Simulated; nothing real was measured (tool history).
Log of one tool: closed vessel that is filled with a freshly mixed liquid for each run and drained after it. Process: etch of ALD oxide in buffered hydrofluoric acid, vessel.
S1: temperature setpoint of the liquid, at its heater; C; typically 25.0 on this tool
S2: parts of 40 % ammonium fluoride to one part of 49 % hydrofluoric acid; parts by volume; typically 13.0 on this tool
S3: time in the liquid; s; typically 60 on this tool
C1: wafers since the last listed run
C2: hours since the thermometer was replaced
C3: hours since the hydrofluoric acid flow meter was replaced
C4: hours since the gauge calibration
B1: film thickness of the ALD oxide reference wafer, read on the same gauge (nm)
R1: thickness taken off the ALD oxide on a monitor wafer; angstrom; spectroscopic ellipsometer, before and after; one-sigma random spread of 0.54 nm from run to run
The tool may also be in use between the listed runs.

{"run": 1, "hour": 0.0, "S1": 27.5, "S2": 9.5, "S3": 60, "C1": 0, "C2": 2111.5, "C3": 1351.0, "C4": 562.1, "B1": 79.97, "R1": 1917.4}
{"run": 2, "hour": 84.9, "S1": 27.5, "S2": 9.5, "S3": 60, "C1": 7216, "C2": 2196.4, "C3": 1435.9, "C4": 647.0, "B1": 79.99, "R1": 1902.2}
{"run": 3, "hour": 148.8, "S1": 25.0, "S2": 16.0, "S3": 60, "C1": 5431, "C2": 2260.3, "C3": 1499.8, "C4": 710.9, "B1": 79.98, "R1": 1013.7}
{"run": 4, "hour": 220.3, "S1": 25.0, "S2": 16.0, "S3": 60, "C1": 6077, "C2": 2331.8, "C3": 1571.3, "C4": 782.4, "B1": 80.01, "R1": 1006.0}
{"run": 5, "hour": 384.4, "S1": 25.0, "S2": 16.0, "S3": 60, "C1": 13949, "C2": 2495.9, "C3": 1735.4, "C4": 946.5, "B1": 80.02, "R1": 1007.6}
{"run": 6, "hour": 479.0, "S1": 22.0, "S2": 13.0, "S3": 60, "C1": 8041, "C2": 2590.5, "C3": 1830.0, "C4": 1041.1, "B1": 80.01, "R1": 1043.1}
{"hour": 486.8, "done": "thermometer replaced"}
{"run": 7, "hour": 515.1, "S1": 22.0, "S2": 13.0, "S3": 60, "C1": 2983, "C2": 28.3, "C3": 1866.1, "C4": 1077.2, "B1": 80.0, "R1": 1001.0}
{"run": 8, "hour": 569.1, "S1": 25.0, "S2": 11.0, "S3": 60, "C1": 4590, "C2": 82.3, "C3": 1920.1, "C4": 1131.2, "B1": 80.01, "R1": 1387.1}
{"run": 9, "hour": 658.1, "S1": 25.0, "S2": 9.5, "S3": 60, "C1": 7565, "C2": 171.3, "C3": 2009.1, "C4": 1220.2, "B1": 80.01, "R1": 1565.0}
{"hour": 698.1, "done": "thermometer replaced, repeated, since the last time left the tool worse"}
{"run": 10, "hour": 757.1, "S1": 25.0, "S2": 9.5, "S3": 60, "C1": 8330, "C2": 59.0, "C3": 2108.1, "C4": 1319.2, "B1": 79.99, "R1": 1741.8}
{"run": 11, "hour": 821.7, "S1": 25.0, "S2": 13.0, "S3": 60, "C1": 5491, "C2": 123.6, "C3": 2172.7, "C4": 1383.8, "B1": 79.99, "R1": 1301.0}
{"hour": 867.9, "done": "hydrofluoric acid flow meter replaced"}
{"run": 12, "hour": 868.4, "S1": 25.0, "S2": 13.0, "S3": 60, "C1": 3884, "C2": 170.3, "C3": 0.5, "C4": 1430.5, "B1": 80.0, "R1": 1307.9}
{"hour": 888.6, "done": "gauge calibrated"}
{"run": 13, "hour": 955.9, "S1": 20.5, "S2": 10.0, "S3": 35, "C1": 7437, "C2": 257.8, "C3": 88.0, "C4": 67.3, "B1": 80.0, "R1": 757.5}
{"run": 14, "hour": 1038.4, "S1": 25.0, "S2": 13.0, "S3": 60, "C1": 7012, "C2": 340.3, "C3": 170.5, "C4": 149.8, "B1": 79.99, "R1": 1287.9}
{"run": 15, "hour": 1145.8, "S1": 21.5, "S2": 9.0, "S3": 75, "C1": 9129, "C2": 447.7, "C3": 277.9, "C4": 257.2, "B1": 79.97, "R1": 1838.9}
{"run": 16, "hour": 1194.7, "S1": 25.0, "S2": 18.0, "S3": 30, "C1": 4156, "C2": 496.6, "C3": 326.8, "C4": 306.1, "B1": 80.02, "R1": 467.3}
{"run": 17, "hour": 1260.3, "S1": 22.5, "S2": 10.0, "S3": 60, "C1": 5576, "C2": 562.2, "C3": 392.4, "C4": 371.7, "B1": 80.0, "R1": 1439.8}
{"run": 18, "hour": 1328.7, "S1": 25.0, "S2": 13.0, "S3": 60, "C1": 5814, "C2": 630.6, "C3": 460.8, "C4": 440.1, "B1": 80.01, "R1": 1280.6}
{"run": 19, "hour": 1433.3, "S1": 23.0, "S2": 15.5, "S3": 30, "C1": 8891, "C2": 735.2, "C3": 565.4, "C4": 544.7, "B1": 80.02, "R1": 483.2}

Expected results for the next run?
{"run": 20, "hour": 1476.3, "S1": 26.5, "S2": 16.0, "S3": 60, "C1": 3655, "C2": 778.2, "C3": 608.4, "C4": 587.7, "B1": "?", "R1": "?"}

B1: 79.99
R1: 1132.0 angstrom
Take away the tool's hidden state, keep the run-to-run variation as it was, and the same run would have given R1 1168.0 angstrom.
